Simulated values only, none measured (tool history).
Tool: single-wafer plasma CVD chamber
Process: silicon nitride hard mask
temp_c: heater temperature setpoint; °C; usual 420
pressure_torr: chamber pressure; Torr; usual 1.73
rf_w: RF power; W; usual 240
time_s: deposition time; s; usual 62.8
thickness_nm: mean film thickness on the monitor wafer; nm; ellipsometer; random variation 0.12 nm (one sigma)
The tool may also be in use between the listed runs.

run,hour,temp_c,pressure_torr,rf_w,time_s,"read-back reference wafer on the same gauge, thickness_nm",thickness_nm
1,0.0,425,1.73,240,62.8,72.320,70.616
2,8.0,425,1.73,240,62.8,72.246,70.443
3,16.1,420,1.99,220,62.8,72.313,70.247
4,32.4,420,1.73,240,62.8,72.289,70.620
5,41.7,420,1.73,240,62.8,72.322,70.490
6,53.2,420,1.73,240,62.8,72.288,70.573
7,65.8,420,1.73,240,62.8,72.330,70.456
8,73.4,420,1.73,240,62.8,72.331,70.522
9,83.0,420,1.73,240,62.8,72.319,70.434
10,94.4,420,1.73,240,62.8,72.334,70.628
11,112.0,420,1.73,240,62.8,72.260,70.495
12,119.8,420,1.73,240,62.8,72.306,70.223
# hour 133.4: gauge calibrated
# hour 134.7: showerhead replaced
13,135.2,420,1.73,240,62.8,72.331,70.468
14,138.4,433,1.51,200,69.5,72.281,65.075
15,179.0,420,1.73,240,62.8,72.267,70.254
16,197.0,434,1.73,240,68.7,72.320,76.489
17,203.1,420,1.97,195,55.1,72.298,56.438
# hour 218.2: thermocouple changed; heater temperature recalibrated
# hour 225.0: RF generator calibrated
18,225.5,420,1.73,240,62.8,72.321,74.737
19,234.4,430,1.73,240,62.8,72.293,74.741
# hour 247.1: capacitance manometer re-zeroed and calibrated
20,251.0,420,1.73,240,69.9,72.319,81.241
21,297.5,420,1.73,215,62.8,72.289,68.228
22,313.2,420,1.96,240,62.8,72.297,76.771
23,325.9,420,1.87,240,71.8,72.283,86.045
24,334.8,434,1.73,240,62.8,72.315,72.851
25,344.2,420,1.73,240,62.8,72.304,73.364
26,350.4,415,1.99,240,56.6,72.262,69.684
27,361.7,420,1.73,240,67.2,72.349,78.149

Forecast each of these 5 alternatives for the next run:
A,362.1,420,1.73,240,59.5,?,?
B,362.1,420,1.43,240,62.8,?,?
C,362.1,420,1.73,285,71.1,?,?
D,362.1,431,1.73,265,72.1,?,?
E,362.1,416,1.53,240,62.8,?,?

run,"read-back reference wafer on the same gauge, thickness_nm",thickness_nm
A,72.343,69.390
B,72.343,67.379
C,72.343,92.216
D,72.343,89.006
E,72.343,69.641
Without the tool's hidden state the same runs would have given:
run,thickness_nm
A,69.024
B,66.968
C,91.724
D,88.537
E,69.239

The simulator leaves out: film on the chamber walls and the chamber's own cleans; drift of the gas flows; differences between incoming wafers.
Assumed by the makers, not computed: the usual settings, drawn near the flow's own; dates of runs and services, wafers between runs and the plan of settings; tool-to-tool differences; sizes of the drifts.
